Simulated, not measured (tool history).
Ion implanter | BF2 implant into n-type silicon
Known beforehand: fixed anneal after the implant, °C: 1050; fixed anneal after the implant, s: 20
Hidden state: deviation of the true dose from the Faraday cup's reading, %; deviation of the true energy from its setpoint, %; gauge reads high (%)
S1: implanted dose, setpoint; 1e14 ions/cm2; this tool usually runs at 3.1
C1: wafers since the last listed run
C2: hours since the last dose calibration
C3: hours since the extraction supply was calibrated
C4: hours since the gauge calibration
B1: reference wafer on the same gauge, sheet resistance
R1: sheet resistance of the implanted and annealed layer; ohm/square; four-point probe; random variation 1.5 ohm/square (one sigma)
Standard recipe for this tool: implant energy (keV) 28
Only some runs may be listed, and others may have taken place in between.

Run 1, hour 0: usual settings; C1 0; C2 377; C3 2820.6; C4 367.6; B1 280.11. Result: R1 347.37 ohm/square.
Run 2, hour 40.7: usual settings; C1 958; C2 417.7; C3 2861.3; C4 408.3; B1 280.22. Result: R1 345.71 ohm/square.
Run 3, hour 82.6: usual settings; C1 986; C2 459.6; C3 2903.2; C4 450.2; B1 279.93. Result: R1 345.19 ohm/square.
Run 4, hour 128: usual settings but S1 2.61 1e14 ions/cm2; C1 1068; C2 505; C3 2948.6; C4 495.6; B1 280.19. Result: R1 399.23 ohm/square.
Run 5, hour 167.8: usual settings but S1 2.61 1e14 ions/cm2; C1 937; C2 544.8; C3 2988.4; C4 535.4; B1 279.99. Result: R1 401.11 ohm/square.
Run 6, hour 238.4: usual settings; C1 1662; C2 615.4; C3 3059; C4 606; B1 279.87. Result: R1 348.61 ohm/square.
Run 7, hour 310: usual settings; C1 1685; C2 687; C3 3130.6; C4 677.6; B1 280.03. Result: R1 348.95 ohm/square.
Run 8, hour 334.9: usual settings; C1 586; C2 711.9; C3 3155.5; C4 702.5; B1 279.86. Result: R1 349.98 ohm/square.
Run 9, hour 403.8: usual settings; C1 1622; C2 780.8; C3 3224.4; C4 771.4; B1 279.89. Result: R1 349.16 ohm/square.
Run 10, hour 442.4: usual settings; C1 908; C2 819.4; C3 3263; C4 810; B1 279.68. Result: R1 349.54 ohm/square.
Run 11, hour 506.2: usual settings; C1 1502; C2 883.2; C3 3326.8; C4 873.8; B1 280.08. Result: R1 347.68 ohm/square.
At hour 562.4: gauge calibrated.
Run 12, hour 576.1: usual settings; C1 1645; C2 953.1; C3 3396.7; C4 13.7; B1 279.76. Result: R1 346.94 ohm/square.
Run 13, hour 605.5: usual settings but S1 3.34 1e14 ions/cm2; C1 692; C2 982.5; C3 3426.1; C4 43.1; B1 280.47. Result: R1 327.9 ohm/square.
Run 14, hour 637.2: usual settings but S1 3.34 1e14 ions/cm2; C1 746; C2 1014.2; C3 3457.8; C4 74.8; B1 280.19. Result: R1 326.81 ohm/square.
Run 15, hour 663.1: usual settings but implant energy (keV) 31.5; C1 609; C2 1040.1; C3 3483.7; C4 100.7; B1 279.8. Result: R1 346.28 ohm/square.
Run 16, hour 718.9: usual settings but S1 2.27 1e14 ions/cm2, implant energy (keV) 18.5; C1 1313; C2 1095.9; C3 3539.5; C4 156.5; B1 279.72. Result: R1 474.41 ohm/square.
Run 17, hour 789.3: usual settings but S1 2.52 1e14 ions/cm2, implant energy (keV) 24; C1 1657; C2 1166.3; C3 3609.9; C4 226.9; B1 279.76. Result: R1 424.24 ohm/square.
Run 18, hour 843.2: usual settings but S1 3.75 1e14 ions/cm2, implant energy (keV) 22.5; C1 1269; C2 1220.2; C3 3663.8; C4 280.8; B1 280.15. Result: R1 303.14 ohm/square.
At hour 882.7: Faraday cup replaced and dose calibrated.
Run 19, hour 908.4: usual settings; C1 1346; C2 25.7; C3 3729; C4 346; B1 280.04. Result: R1 344.63 ohm/square.
Run 20, hour 941.6: usual settings but implant energy (keV) 35; C1 781; C2 58.9; C3 3762.2; C4 379.2; B1 280.17. Result: R1 338.27 ohm/square.
Run 21, hour 996: usual settings but S1 3.64 1e14 ions/cm2, implant energy (keV) 32; C1 1280; C2 113.3; C3 3816.6; C4 433.6; B1 279.99. Result: R1 298.24 ohm/square.
Run 22, hour 1036.4: usual settings; C1 951; C2 153.7; C3 3857; C4 474; B1 279.95. Result: R1 343.1 ohm/square.
At hour 1049.9: extraction supply calibrated.
Run 23, hour 1086.6: usual settings but S1 2.66 1e14 ions/cm2, implant energy (keV) 21; C1 993; C2 203.9; C3 36.7; C4 524.2; B1 280.12. Result: R1 404.75 ohm/square.
Run 24, hour 1131.6: usual settings but S1 2.4 1e14 ions/cm2, implant energy (keV) 35; C1 1059; C2 248.9; C3 81.7; C4 569.2; B1 280.38. Result: R1 424.35 ohm/square.
Run 25, hour 1170.1: usual settings; C1 906; C2 287.4; C3 120.2; C4 607.7; B1 280. Result: R1 344.85 ohm/square.
Run 26, hour 1223.4: usual settings but S1 3.99 1e14 ions/cm2, implant energy (keV) 20; C1 1254; C2 340.7; C3 173.5; C4 661; B1 279.74. Result: R1 289.57 ohm/square.
Run 27, hour 1252.5: usual settings but implant energy (keV) 31.5; C1 685; C2 369.8; C3 202.6; C4 690.1; B1 279.7. Result: R1 342.42 ohm/square.
Run 28, hour 1281.3: usual settings but implant energy (keV) 24; C1 678; C2 398.6; C3 231.4; C4 718.9; B1 279.61. Result: R1 352.07 ohm/square.
Run 29, hour 1307.7: usual settings but S1 2.73 1e14 ions/cm2, implant energy (keV) 20.5; C1 621; C2 425; C3 257.8; C4 745.3; B1 280.18. Result: R1 397.37 ohm/square.
Run 30, hour 1373.9: usual settings but implant energy (keV) 32; C1 1558; C2 491.2; C3 324; C4 811.5; B1 280.42. Result: R1 347.03 ohm/square.
Run 31, hour 1439.6: usual settings; C1 1546; C2 556.9; C3 389.7; C4 877.2; B1 280.25. Result: R1 347.69 ohm/square.

Branching from run 31: 4 alternative next runs. What would each branch give?
Run A, hour 1440: usual settings but implant energy (keV) 32.5; C1 9; C2 557.3; C3 390.1; C4 877.6; B1 ?. Result: R1 ?.
Run B, hour 1440: usual settings but S1 3.97 1e14 ions/cm2, implant energy (keV) 36.5; C1 9; C2 557.3; C3 390.1; C4 877.6; B1 ?. Result: R1 ?.
Run C, hour 1440: usual settings but S1 3.45 1e14 ions/cm2, implant energy (keV) 20; C1 9; C2 557.3; C3 390.1; C4 877.6; B1 ?. Result: R1 ?.
Run D, hour 1440: usual settings but implant energy (keV) 25.5; C1 9; C2 557.3; C3 390.1; C4 877.6; B1 ?. Result: R1 ?.

run      B1      R1
  A  280.16  344.76
  B  280.16  277.29
  C  280.16  328.39
  D  280.16  352.58
Take away the tool's hidden state, keep each run's random variation, and the runs would have read:
run      R1
  A  341.74
  B  274.87
  C  325.44
  D  349.45
